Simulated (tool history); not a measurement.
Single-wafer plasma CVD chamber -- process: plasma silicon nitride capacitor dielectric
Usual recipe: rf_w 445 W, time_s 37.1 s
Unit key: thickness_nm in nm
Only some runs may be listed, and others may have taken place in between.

run,day,rf_w,time_s,"read-back reference wafer on the same gauge, thickness_nm",thickness_nm
1,0.000,375,32.3,61.772,42.379
2,2.367,375,32.3,61.822,42.307
3,5.129,375,32.3,61.696,42.082
4,7.108,445,37.1,61.805,50.956
5,8.733,445,37.1,61.821,50.865
6,10.408,385,37.1,61.589,48.774
7,12.312,385,37.1,61.767,48.951
8,13.875,385,37.1,61.724,48.577
9,17.238,445,37.1,61.695,50.873
10,20.512,445,37.1,61.794,50.771
11,23.788,445,37.1,61.660,50.431
# day 23.788: gauge calibrated
12,27.508,355,37.1,61.646,47.639
13,29.700,365,37.1,61.739,48.277
# day 32.529: RF generator calibrated
# day 35.025: showerhead replaced
14,36.817,445,37.1,61.778,52.220
15,39.625,445,37.1,61.605,52.161
16,41.321,370,32.9,61.772,43.330
17,52.438,405,43.6,61.724,58.907
18,54.504,490,41.6,61.609,59.100
19,58.171,510,34.4,61.749,49.214
20,59.742,445,41.8,61.724,57.684
21,62.138,445,37.1,61.529,51.220
# day 62.958: gauge calibrated
22,65.438,360,32.0,61.786,41.591

Each row is a separate what-if for the run after 22, all from the same tool condition, not one after another. Results?
A,65.454,445,37.1,?,?
B,65.454,360,40.8,?,?
C,65.454,535,41.7,?,?
D,65.454,415,37.1,?,?
E,65.454,510,43.5,?,?

run,"read-back reference wafer on the same gauge, thickness_nm",thickness_nm
A,61.690,51.120
B,61.690,53.035
C,61.690,60.491
D,61.690,50.143
E,61.690,62.261
Stripped of hidden state, with their random variation kept, the same runs would have yielded:
run,thickness_nm
A,52.062
B,54.012
C,61.605
D,51.066
E,63.408
